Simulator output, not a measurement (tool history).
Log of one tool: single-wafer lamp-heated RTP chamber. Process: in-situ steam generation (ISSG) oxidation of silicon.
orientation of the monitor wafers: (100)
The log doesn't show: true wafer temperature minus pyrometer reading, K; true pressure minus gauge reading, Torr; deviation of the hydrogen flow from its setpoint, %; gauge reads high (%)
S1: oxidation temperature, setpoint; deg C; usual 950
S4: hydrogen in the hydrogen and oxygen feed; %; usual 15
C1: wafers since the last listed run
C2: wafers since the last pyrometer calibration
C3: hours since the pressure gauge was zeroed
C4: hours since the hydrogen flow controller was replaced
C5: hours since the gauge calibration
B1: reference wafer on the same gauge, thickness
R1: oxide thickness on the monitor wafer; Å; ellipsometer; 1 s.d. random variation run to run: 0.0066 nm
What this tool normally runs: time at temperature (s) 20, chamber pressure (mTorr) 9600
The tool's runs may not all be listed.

Run 1, hour 0.0: usual settings; C1 0; C2 2546; C3 1187.1; C4 4943.3; C5 342.7; B1 3.621. Result: R1 44.34 Å.
Run 2, hour 14.7: usual settings; C1 164; C2 2711; C3 1201.8; C4 4958.0; C5 357.4; B1 3.617. Result: R1 44.20 Å.
Run 3, hour 42.7: usual settings; C1 314; C2 3025; C3 1229.8; C4 4986.0; C5 385.4; B1 3.622. Result: R1 44.27 Å.
Run 4, hour 74.7: usual settings; C1 359; C2 3384; C3 1261.8; C4 5018.0; C5 417.4; B1 3.620. Result: R1 44.32 Å.
Run 5, hour 99.4: usual settings but chamber pressure (mTorr) 8400; C1 277; C2 3661; C3 1286.5; C4 5042.7; C5 442.1; B1 3.622. Result: R1 44.71 Å.
Run 6, hour 130.4: usual settings but time at temperature (s) 22; C1 347; C2 4009; C3 1317.5; C4 5073.7; C5 473.1; B1 3.620. Result: R1 46.02 Å.
Run 7, hour 144.6: usual settings but time at temperature (s) 22; C1 159; C2 4168; C3 1331.7; C4 5087.9; C5 487.3; B1 3.619. Result: R1 46.24 Å.
At hour 159.9: hydrogen flow controller replaced.
Run 8, hour 169.9: usual settings but S1 964 deg C, time at temperature (s) 17; C1 194; C2 4362; C3 1357.0; C4 10.0; C5 512.6; B1 3.617. Result: R1 43.18 Å.
Run 9, hour 184.6: usual settings; C1 164; C2 4527; C3 1371.7; C4 24.7; C5 527.3; B1 3.622. Result: R1 44.34 Å.
Run 10, hour 215.3: usual settings; C1 344; C2 4872; C3 1402.4; C4 55.4; C5 558.0; B1 3.621. Result: R1 44.36 Å.
Run 11, hour 231.0: usual settings but time at temperature (s) 16, chamber pressure (mTorr) 8500; C1 176; C2 5048; C3 1418.1; C4 71.1; C5 573.7; B1 3.622. Result: R1 40.95 Å.
At hour 291.0: gauge calibrated.
Run 12, hour 301.6: usual settings but time at temperature (s) 26; C1 792; C2 5840; C3 1488.7; C4 141.7; C5 10.6; B1 3.620. Result: R1 49.77 Å.
Run 13, hour 337.9: usual settings but S4 11 %; C1 407; C2 6247; C3 1525.0; C4 178.0; C5 46.9; B1 3.620. Result: R1 41.64 Å.
At hour 378.8: pyrometer window cleaned and pyrometer calibrated.
Run 14, hour 379.3: usual settings but S1 945 deg C, chamber pressure (mTorr) 8300; C1 374; C2 5; C3 1566.4; C4 219.4; C5 88.3; B1 3.619. Result: R1 43.75 Å.
At hour 398.3: pressure gauge zeroed.
Run 15, hour 409.2: usual settings but time at temperature (s) 22; C1 245; C2 251; C3 10.9; C4 249.3; C5 118.2; B1 3.620. Result: R1 45.95 Å.
Run 16, hour 421.6: usual settings but S1 933 deg C; C1 139; C2 390; C3 23.3; C4 261.7; C5 130.6; B1 3.619. Result: R1 41.93 Å.
Run 17, hour 445.4: usual settings but time at temperature (s) 22; C1 267; C2 657; C3 47.1; C4 285.5; C5 154.4; B1 3.620. Result: R1 45.88 Å.
Run 18, hour 461.4: usual settings but time at temperature (s) 16, chamber pressure (mTorr) 8500; C1 179; C2 836; C3 63.1; C4 301.5; C5 170.4; B1 3.623. Result: R1 40.54 Å.
Run 19, hour 480.6: usual settings but time at temperature (s) 22; C1 215; C2 1052; C3 82.3; C4 320.7; C5 189.6; B1 3.621. Result: R1 46.10 Å.
Run 20, hour 499.1: usual settings but S1 936 deg C, time at temperature (s) 27; C1 207; C2 1259; C3 100.8; C4 339.2; C5 208.1; B1 3.620. Result: R1 48.14 Å.
Run 21, hour 526.6: usual settings but S1 942 deg C, chamber pressure (mTorr) 9000, S4 11 %; C1 308; C2 1568; C3 128.3; C4 366.7; C5 235.6; B1 3.619. Result: R1 40.91 Å.

3 options for the next run, each taken on its own from the tool as it stands now. Forecast them:
Run A, hour 527.0: usual settings but time at temperature (s) 16; C1 4; C2 1572; C3 128.7; C4 367.1; C5 236.0; B1 ?. Result: R1 ?.
Run B, hour 527.0: usual settings but S1 963 deg C, time at temperature (s) 17, chamber pressure (mTorr) 10200, S4 25 %; C1 4; C2 1572; C3 128.7; C4 367.1; C5 236.0; B1 ?. Result: R1 ?.
Run C, hour 527.0: usual settings but S1 941 deg C, chamber pressure (mTorr) 10000; C1 4; C2 1572; C3 128.7; C4 367.1; C5 236.0; B1 ?. Result: R1 ?.

run     B1     R1
  A  3.618  40.34
  B  3.618  47.42
  C  3.618  42.83
Had the tool no hidden state, the same runs would have come out as:
run     R1
  A  40.10
  B  47.10
  C  42.57
